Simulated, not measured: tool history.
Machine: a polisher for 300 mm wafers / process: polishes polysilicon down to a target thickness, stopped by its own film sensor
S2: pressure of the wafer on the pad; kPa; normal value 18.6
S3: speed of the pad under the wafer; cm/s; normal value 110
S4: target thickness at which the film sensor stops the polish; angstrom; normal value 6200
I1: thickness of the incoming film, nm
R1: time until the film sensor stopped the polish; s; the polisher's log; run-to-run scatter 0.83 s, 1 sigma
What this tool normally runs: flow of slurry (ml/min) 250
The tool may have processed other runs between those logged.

{"run": 1, "hour": 0.0, "flow of slurry (ml/min)": 195, "S2": 18.6, "S3": 110, "S4": 6200, "I1": 1159.4, "R1": 59.3}
{"hour": 24.6, "done": "worn pad replaced by a new one"}
{"run": 2, "hour": 48.2, "flow of slurry (ml/min)": 250, "S2": 18.6, "S3": 136, "S4": 5410, "I1": 1168.4, "R1": 53.9}
{"run": 3, "hour": 129.2, "flow of slurry (ml/min)": 250, "S2": 18.6, "S3": 136, "S4": 5410, "I1": 1182.3, "R1": 54.7}
{"hour": 133.7, "done": "slurry nozzle cleaned"}
{"run": 4, "hour": 228.5, "flow of slurry (ml/min)": 250, "S2": 18.6, "S3": 136, "S4": 5410, "I1": 1170.5, "R1": 51.5}
{"hour": 239.9, "done": "worn pad replaced by a new one"}
{"run": 5, "hour": 292.9, "flow of slurry (ml/min)": 250, "S2": 22.1, "S3": 110, "S4": 6200, "I1": 1153.4, "R1": 47.4}
{"run": 6, "hour": 400.2, "flow of slurry (ml/min)": 250, "S2": 22.1, "S3": 110, "S4": 6200, "I1": 1184.8, "R1": 52.8}
{"run": 7, "hour": 469.6, "flow of slurry (ml/min)": 250, "S2": 18.6, "S3": 110, "S4": 4980, "I1": 1158.6, "R1": 68.4}
{"hour": 475.8, "done": "worn pad replaced by a new one"}
{"run": 8, "hour": 522.2, "flow of slurry (ml/min)": 220, "S2": 18.6, "S3": 120, "S4": 6720, "I1": 1181.3, "R1": 48.0}
{"run": 9, "hour": 571.3, "flow of slurry (ml/min)": 250, "S2": 18.6, "S3": 110, "S4": 6200, "I1": 1167.7, "R1": 57.7}
{"run": 10, "hour": 608.2, "flow of slurry (ml/min)": 180, "S2": 18.6, "S3": 110, "S4": 6200, "I1": 1179.0, "R1": 62.0}
{"hour": 644.1, "done": "slurry nozzle cleaned"}
{"hour": 664.5, "done": "worn pad replaced by a new one"}
{"run": 11, "hour": 680.9, "flow of slurry (ml/min)": 250, "S2": 18.6, "S3": 136, "S4": 5410, "I1": 1178.1, "R1": 51.0}
{"run": 12, "hour": 750.6, "flow of slurry (ml/min)": 250, "S2": 18.6, "S3": 92, "S4": 7100, "I1": 1185.5, "R1": 55.2}
{"hour": 841.7, "done": "head pressure recalibrated"}
{"run": 13, "hour": 850.6, "flow of slurry (ml/min)": 305, "S2": 23.4, "S3": 126, "S4": 4930, "I1": 1146.9, "R1": 49.2}
{"hour": 884.0, "done": "worn pad replaced by a new one"}
{"run": 14, "hour": 894.3, "flow of slurry (ml/min)": 170, "S2": 18.6, "S3": 110, "S4": 5660, "I1": 1188.3, "R1": 68.9}
{"hour": 1070.6, "done": "worn pad replaced by a new one"}
{"run": 15, "hour": 1077.8, "flow of slurry (ml/min)": 250, "S2": 13.1, "S3": 80, "S4": 6200, "I1": 1167.2, "R1": 90.9}

Below, each run's measurement less what the same run would have read without the hidden state. Both values contain the same run-to-run variation, but the gauge's scatter may not be the same in both:
The tool's hidden condition here consists of: removal rate lost through wear of the pad, %; slurry flow missing at the pad, %; deviation of the head's pressure from its setpoint, %.
run=1 R1=+6.0
run=2 R1=+4.4
run=3 R1=+4.6
run=4 R1=+1.2
run=5 R1=+1.8
run=6 R1=+2.9
run=7 R1=+4.3
run=8 R1=+3.7
run=9 R1=+4.1
run=10 R1=+6.4
run=11 R1=+0.5
run=12 R1=+1.5
run=13 R1=+1.8
run=14 R1=+5.5
run=15 R1=+6.6
